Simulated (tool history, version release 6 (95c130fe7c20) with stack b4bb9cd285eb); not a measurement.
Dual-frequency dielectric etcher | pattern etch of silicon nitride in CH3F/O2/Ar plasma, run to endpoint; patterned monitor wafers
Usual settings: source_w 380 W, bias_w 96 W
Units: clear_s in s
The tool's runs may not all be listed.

| run | day | source_w | bias_w | incoming incoming film thickness, nm | clear_s |
|---|---|---|---|---|---|
| 1 | 0 | 430 | 104 | 28.74 | 36.8 |
| 2 | 0.3 | 340 | 96 | 28.47 | 40.7 |
| 3 | 0.879 | 380 | 96 | 28.58 | 39.1 |
| 4 | 1.475 | 380 | 96 | 28.18 | 38.2 |
| 5 | 1.95 | 380 | 96 | 28.14 | 38.9 |
| 6 | 2.421 | 380 | 96 | 28.37 | 39.2 |
|  | 3.825 | wet clean of the chamber |
| 7 | 3.846 | 380 | 96 | 28.75 | 38.3 |
| 8 | 3.858 | 380 | 96 | 28.31 | 37.8 |
| 9 | 3.879 | 380 | 96 | 28.52 | 38.3 |
| 10 | 4.542 | 380 | 96 | 28.51 | 38.8 |
| 11 | 5.279 | 380 | 81 | 28.19 | 40 |
| 12 | 5.892 | 380 | 81 | 28.31 | 40.2 |
| 13 | 6.596 | 380 | 96 | 28.33 | 38.8 |
| 14 | 7.275 | 410 | 114 | 28.26 | 35.3 |
| 15 | 7.675 | 380 | 96 | 28.68 | 39.7 |
| 16 | 8.308 | 310 | 116 | 28.49 | 38.8 |
| 17 | 8.708 | 380 | 110 | 28.51 | 37.2 |
|  | 9.142 | source power generator calibrated |
| 18 | 9.542 | 410 | 84 | 28.72 | 39.2 |
| 19 | 10.1 | 460 | 103 | 28.35 | 35.2 |
|  | 11.354 | upper electrode replaced |
| 20 | 11.375 | 300 | 96 | 28.27 | 41.7 |
| 21 | 11.392 | 350 | 96 | 28.31 | 39.8 |
| 22 | 13.404 | 380 | 96 | 28.17 | 39.1 |
| 23 | 13.671 | 380 | 96 | 28.41 | 39.1 |
|  | 14.058 | bias power generator calibrated |
| 24 | 14.079 | 420 | 106 | 28.55 | 36.9 |
| 25 | 14.671 | 310 | 103 | 28.6 | 41.6 |
| 26 | 15.217 | 310 | 110 | 28.4 | 40.5 |
| 27 | 15.633 | 380 | 96 | 28.25 | 38.9 |
| 28 | 16.312 | 380 | 96 | 28.71 | 40.1 |
| 29 | 16.879 | 380 | 96 | 28.2 | 39.4 |
| 30 | 18.312 | 340 | 90 | 28.73 | 42.2 |

Run 31 comes next. What will it give?
| 31 | 18.917 | 470 | 96 | 28.56 | ? |

clear_s: 36.9 s
Without the tool's hidden state the same run would have given clear_s 35.4 s.

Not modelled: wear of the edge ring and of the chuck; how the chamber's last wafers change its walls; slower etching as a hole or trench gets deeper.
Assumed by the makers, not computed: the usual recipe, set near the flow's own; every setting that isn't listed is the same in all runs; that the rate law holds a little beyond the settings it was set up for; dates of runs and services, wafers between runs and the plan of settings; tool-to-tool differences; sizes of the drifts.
